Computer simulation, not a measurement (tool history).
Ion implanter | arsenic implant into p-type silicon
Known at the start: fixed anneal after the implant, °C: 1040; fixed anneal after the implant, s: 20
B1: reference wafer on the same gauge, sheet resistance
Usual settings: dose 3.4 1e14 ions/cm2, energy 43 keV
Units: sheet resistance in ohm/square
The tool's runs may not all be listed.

run 1 hour=0 | dose=3.4 energy=31.5 | B1=271.16 | sheet_resistance=270.8
run 2 hour=31.8 | dose=3.4 energy=43 | B1=270.88 | sheet_resistance=260.11
run 3 hour=60.7 | dose=3.4 energy=43 | B1=270.79 | sheet_resistance=259.38
run 4 hour=82.9 | dose=3.4 energy=43 | B1=271.03 | sheet_resistance=260.28
run 5 hour=105.4 | dose=3.4 energy=37 | B1=270.93 | sheet_resistance=264.44
run 6 hour=129.8 | dose=3.4 energy=37 | B1=271.09 | sheet_resistance=264.86
run 7 hour=148.3 | dose=3.4 energy=37 | B1=270.69 | sheet_resistance=265.13
run 8 hour=177 | dose=3.4 energy=43 | B1=271.17 | sheet_resistance=259.59
run 9 hour=194.8 | dose=4.08 energy=43 | B1=270.96 | sheet_resistance=224.85
run 10 hour=207.6 | dose=4.08 energy=43 | B1=270.72 | sheet_resistance=224.97
run 11 hour=219.9 | dose=4.08 energy=43 | B1=271.26 | sheet_resistance=224.95
run 12 hour=239.1 | dose=3.4 energy=43 | B1=271.08 | sheet_resistance=259.18
run 13 hour=263.2 | dose=3.4 energy=43 | B1=270.78 | sheet_resistance=257.1
run 14 hour=292.9 | dose=3.4 energy=43 | B1=271.16 | sheet_resistance=259.14
run 15 hour=305.8 | dose=3.4 energy=43 | B1=271.14 | sheet_resistance=258.01
-- hour=340.7 extraction supply calibrated
run 16 hour=341.2 | dose=3.4 energy=43 | B1=271.06 | sheet_resistance=259.31
run 17 hour=366.2 | dose=3.4 energy=43 | B1=271.09 | sheet_resistance=258.09
run 18 hour=397.5 | dose=3.4 energy=43 | B1=271.02 | sheet_resistance=257.06
run 19 hour=429.6 | dose=2.68 energy=51 | B1=271.13 | sheet_resistance=300.89
-- hour=442.2 Faraday cup replaced and dose calibrated
run 20 hour=502.6 | dose=2.98 energy=37.5 | B1=270.77 | sheet_resistance=285.69
run 21 hour=526.6 | dose=3.4 energy=43 | B1=271.09 | sheet_resistance=253.08
run 22 hour=556.7 | dose=4.24 energy=51.5 | B1=271.45 | sheet_resistance=209.97
-- hour=566.1 Faraday cup replaced and dose calibrated, repeated, since the last time left the tool worse
run 23 hour=570.2 | dose=3.4 energy=53 | B1=271.02 | sheet_resistance=256.4
run 24 hour=599.4 | dose=3.4 energy=43 | B1=271.41 | sheet_resistance=261.62
-- hour=599.6 gauge calibrated
run 25 hour=615 | dose=3.77 energy=35.5 | B1=270.81 | sheet_resistance=250.35
run 26 hour=639.9 | dose=4.33 energy=33 | B1=270.97 | sheet_resistance=226.35
run 27 hour=665 | dose=2.85 energy=30 | B1=270.91 | sheet_resistance=314.23
run 28 hour=693.8 | dose=3.4 energy=54.5 | B1=271.05 | sheet_resistance=253.82
run 29 hour=716.5 | dose=2.42 energy=33.5 | B1=271.22 | sheet_resistance=350.19
run 30 hour=740.5 | dose=3.4 energy=35 | B1=270.82 | sheet_resistance=268.59
run 31 hour=768.3 | dose=4 energy=43 | B1=270.8 | sheet_resistance=229.85
run 32 hour=787.6 | dose=3.4 energy=43 | B1=271.01 | sheet_resistance=260.98
run 33 hour=803.1 | dose=3.4 energy=43 | B1=270.71 | sheet_resistance=261.18
run 34 hour=831.9 | dose=3.76 energy=55 | B1=270.89 | sheet_resistance=232.58
run 35 hour=856.6 | dose=3.4 energy=50 | B1=271.15 | sheet_resistance=253.12
run 36 hour=885.4 | dose=3.4 energy=43 | B1=271.06 | sheet_resistance=258.58

3 ways to go on from here, each from the tool as it stands after run 36. What would each give?
run A hour=885.8 | dose=3.4 energy=43 | B1=? | sheet_resistance=?
run B hour=885.8 | dose=4.03 energy=35.5 | B1=? | sheet_resistance=?
run C hour=885.8 | dose=3.75 energy=54 | B1=? | sheet_resistance=?

run=A B1=270.93 sheet_resistance=258.84
run=B B1=270.93 sheet_resistance=233.2
run=C B1=270.93 sheet_resistance=232.94
Without the tool's hidden state the same runs would have given:
run=A sheet_resistance=260.46
run=B sheet_resistance=234.67
run=C sheet_resistance=234.4

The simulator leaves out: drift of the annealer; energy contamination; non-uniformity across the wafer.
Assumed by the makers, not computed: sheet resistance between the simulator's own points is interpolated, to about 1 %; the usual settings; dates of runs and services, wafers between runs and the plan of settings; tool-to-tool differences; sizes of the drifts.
